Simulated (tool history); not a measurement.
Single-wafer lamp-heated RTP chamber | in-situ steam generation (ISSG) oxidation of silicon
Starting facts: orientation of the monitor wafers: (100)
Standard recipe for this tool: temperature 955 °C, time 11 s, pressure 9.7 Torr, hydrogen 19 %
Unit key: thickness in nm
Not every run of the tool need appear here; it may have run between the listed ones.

run    hour  temperature  time  pressure  hydrogen  read-back reference wafer on the same gauge, thickness  thickness
  1     0.0          955    11       9.7        19                                                   2.713      3.332
  2    38.3          955    11       9.7        19                                                   2.712      3.317
  3   102.3          955    11       9.7        19                                                   2.714      3.380
      134.4  -- pyrometer window cleaned and pyrometer calibrated
  4   136.2          955    11       9.7        19                                                   2.711      3.302
  5   160.5          955    11       9.7        19                                                   2.710      3.338
  6   214.6          955    11      10.2        19                                                   2.712      3.335
  7   278.6          955    11       8.9        19                                                   2.713      3.391
      349.1  -- pyrometer window cleaned and pyrometer calibrated
      425.1  -- hydrogen flow controller replaced
  8   478.0          955    11       8.9        19                                                   2.705      3.491
  9   547.4          936    14       8.6        11                                                   2.710      3.235
      582.1  -- pyrometer window cleaned and pyrometer calibrated, repeated, since the last time left the tool worse
 10   593.1          966    15       8.7        26                                                   2.717      4.249
 11   631.2          968    13       8.4        19                                                   2.712      3.759
 12   679.4          966     9      10.2        29                                                   2.711      3.520
 13   713.7          960    11       9.7        23                                                   2.710      3.556
      748.4  -- gauge calibrated
      791.5  -- pressure gauge zeroed
      838.5  -- pyrometer window cleaned and pyrometer calibrated
 14   869.9          955    11       9.7        19                                                   2.705      3.369
 15   921.9          939    11      10.2        19                                                   2.701      3.190
     1040.9  -- pyrometer window cleaned and pyrometer calibrated
 16  1130.7          960    11       9.1        16                                                   2.713      3.300

Branching from run 16: 4 alternative next runs. What would each branch give?
  A  1131.1          955    11       9.7        19                                                       ?          ?
  B  1131.1          971     8       8.5        22                                                       ?          ?
  C  1131.1          939     7       9.7        19                                                       ?          ?
  D  1131.1          955    11       8.7        19                                                       ?          ?

run  read-back reference wafer on the same gauge, thickness  thickness
  A                                                   2.712      3.352
  B                                                   2.712      3.255
  C                                                   2.712      2.754
  D                                                   2.712      3.397
With the hidden condition removed and each run's random variation left untouched, the same runs would have given:
run  thickness
  A      3.332
  B      3.237
  C      2.742
  D      3.377
